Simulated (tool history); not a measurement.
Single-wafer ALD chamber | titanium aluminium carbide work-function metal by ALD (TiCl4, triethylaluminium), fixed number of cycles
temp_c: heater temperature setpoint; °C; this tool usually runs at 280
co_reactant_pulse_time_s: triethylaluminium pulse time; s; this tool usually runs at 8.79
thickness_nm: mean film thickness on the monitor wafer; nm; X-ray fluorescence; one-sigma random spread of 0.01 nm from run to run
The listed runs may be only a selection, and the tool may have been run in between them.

| run | hour | temp_c | co_reactant_pulse_time_s | wafers since the last listed run | hours since the last thermocouple change | hours since the last triethylaluminium bottle change | hours since the showerhead was replaced | hours since the gauge calibration | read-back reference wafer on the same gauge, thickness_nm | thickness_nm |
|---|---|---|---|---|---|---|---|---|---|---|
| 1 | 0.0 | 269 | 8.79 | 0 | 1725.5 | 846.0 | 3099.6 | 542.1 | 2.102 | 1.729 |
| 2 | 18.2 | 280 | 8.79 | 268 | 1743.7 | 864.2 | 3117.8 | 560.3 | 2.101 | 1.817 |
| 3 | 46.6 | 280 | 8.79 | 418 | 1772.1 | 892.6 | 3146.2 | 588.7 | 2.097 | 1.825 |
| 4 | 74.5 | 280 | 8.79 | 411 | 1800.0 | 920.5 | 3174.1 | 616.6 | 2.094 | 1.803 |
| 5 | 105.2 | 291 | 8.79 | 452 | 1830.7 | 951.2 | 3204.8 | 647.3 | 2.104 | 1.932 |
| 6 | 126.6 | 291 | 8.79 | 315 | 1852.1 | 972.6 | 3226.2 | 668.7 | 2.101 | 1.915 |
| 7 | 138.8 | 291 | 8.79 | 179 | 1864.3 | 984.8 | 3238.4 | 680.9 | 2.101 | 1.944 |
| 8 | 163.1 | 287 | 8.79 | 358 | 1888.6 | 1009.1 | 3262.7 | 705.2 | 2.101 | 1.894 |
| 9 | 193.5 | 287 | 8.79 | 448 | 1919.0 | 1039.5 | 3293.1 | 735.6 | 2.097 | 1.885 |
|  | 219.3 | thermocouple changed; heater temperature recalibrated |
| 10 | 249.1 | 287 | 8.79 | 701 | 29.8 | 1095.1 | 3348.7 | 791.2 | 2.099 | 1.877 |
| 11 | 272.1 | 280 | 8.79 | 339 | 52.8 | 1118.1 | 3371.7 | 814.2 | 2.105 | 1.808 |
| 12 | 284.2 | 280 | 10.36 | 178 | 64.9 | 1130.2 | 3383.8 | 826.3 | 2.102 | 1.882 |
| 13 | 313.3 | 266 | 11.02 | 429 | 94.0 | 1159.3 | 3412.9 | 855.4 | 2.100 | 1.765 |
| 14 | 327.1 | 280 | 8.79 | 203 | 107.8 | 1173.1 | 3426.7 | 869.2 | 2.098 | 1.821 |
| 15 | 362.2 | 290 | 8.79 | 517 | 142.9 | 1208.2 | 3461.8 | 904.3 | 2.102 | 1.936 |
| 16 | 375.7 | 285 | 11.43 | 199 | 156.4 | 1221.7 | 3475.3 | 917.8 | 2.100 | 1.917 |
| 17 | 389.9 | 280 | 8.79 | 209 | 170.6 | 1235.9 | 3489.5 | 932.0 | 2.101 | 1.817 |
|  | 398.8 | triethylaluminium bottle replaced |
| 18 | 411.4 | 287 | 9.73 | 199 | 192.1 | 12.6 | 3511.0 | 953.5 | 2.102 | 1.951 |
| 19 | 436.5 | 280 | 8.79 | 370 | 217.2 | 37.7 | 3536.1 | 978.6 | 2.098 | 1.868 |
| 20 | 458.1 | 280 | 8.79 | 318 | 238.8 | 59.3 | 3557.7 | 1000.2 | 2.103 | 1.856 |
|  | 485.3 | showerhead replaced |
| 21 | 486.4 | 267 | 7.57 | 299 | 267.1 | 87.6 | 1.1 | 1028.5 | 2.101 | 1.676 |
| 22 | 521.5 | 290 | 11.26 | 517 | 302.2 | 122.7 | 36.2 | 1063.6 | 2.100 | 1.985 |
|  | 525.2 | gauge calibrated |
| 23 | 546.4 | 272 | 6.11 | 367 | 327.1 | 147.6 | 61.1 | 21.2 | 2.103 | 1.629 |
| 24 | 567.9 | 273 | 8.79 | 317 | 348.6 | 169.1 | 82.6 | 42.7 | 2.102 | 1.770 |
| 25 | 597.4 | 275 | 12.25 | 434 | 378.1 | 198.6 | 112.1 | 72.2 | 2.099 | 1.863 |
| 26 | 618.1 | 285 | 10.27 | 305 | 398.8 | 219.3 | 132.8 | 92.9 | 2.106 | 1.934 |
| 27 | 644.3 | 293 | 5.81 | 386 | 425.0 | 245.5 | 159.0 | 119.1 | 2.100 | 1.788 |
| 28 | 667.3 | 288 | 10.42 | 339 | 448.0 | 268.5 | 182.0 | 142.1 | 2.101 | 1.968 |
| 29 | 697.6 | 280 | 11.54 | 446 | 478.3 | 298.8 | 212.3 | 172.4 | 2.099 | 1.890 |
| 30 | 778.1 | 285 | 8.79 | 1186 | 558.8 | 379.3 | 292.8 | 252.9 | 2.101 | 1.873 |
| 31 | 790.7 | 289 | 5.81 | 185 | 571.4 | 391.9 | 305.4 | 265.5 | 2.099 | 1.727 |
| 32 | 822.3 | 280 | 8.79 | 465 | 603.0 | 423.5 | 337.0 | 297.1 | 2.100 | 1.811 |
| 33 | 836.0 | 268 | 6.58 | 202 | 616.7 | 437.2 | 350.7 | 310.8 | 2.101 | 1.608 |

How would selected steps in thickness_nm from run to run divide? Give the signed amount a tool lacking its hidden state would still show from settings, what came in and random variation, and the signed amount left for the hidden state, including any gauge scatter that is not in both of the compared results.
Hidden conditions of the tool in this case: wafer temperature above the value expected at the setpoint (K); triethylaluminium dose above that of a fresh bottle (%); gauge reads high (%).
Run 17 -> 18: temp_c 280 -> 287, co_reactant_pulse_time_s 8.79 -> 9.73, triethylaluminium bottle replaced. thickness_nm +0.134 nm: hidden state +0.040, all else +0.094.
Run 21 -> 22: temp_c 267 -> 290, co_reactant_pulse_time_s 7.57 -> 11.26. thickness_nm +0.309 nm: hidden state +0.006, all else +0.303.
Run 22 -> 23: temp_c 290 -> 272, co_reactant_pulse_time_s 11.26 -> 6.11, gauge calibrated. thickness_nm -0.356 nm: hidden state -0.019, all else -0.337.
Run 26 -> 27: temp_c 285 -> 293, co_reactant_pulse_time_s 10.27 -> 5.81. thickness_nm -0.146 nm: hidden state -0.030, all else -0.116.
Run 27 -> 28: temp_c 293 -> 288, co_reactant_pulse_time_s 5.81 -> 10.42. thickness_nm +0.180 nm: hidden state +0.028, all else +0.152.
Run 32 -> 33: temp_c 280 -> 268, co_reactant_pulse_time_s 8.79 -> 6.58. thickness_nm -0.203 nm: hidden state -0.016, all else -0.187.
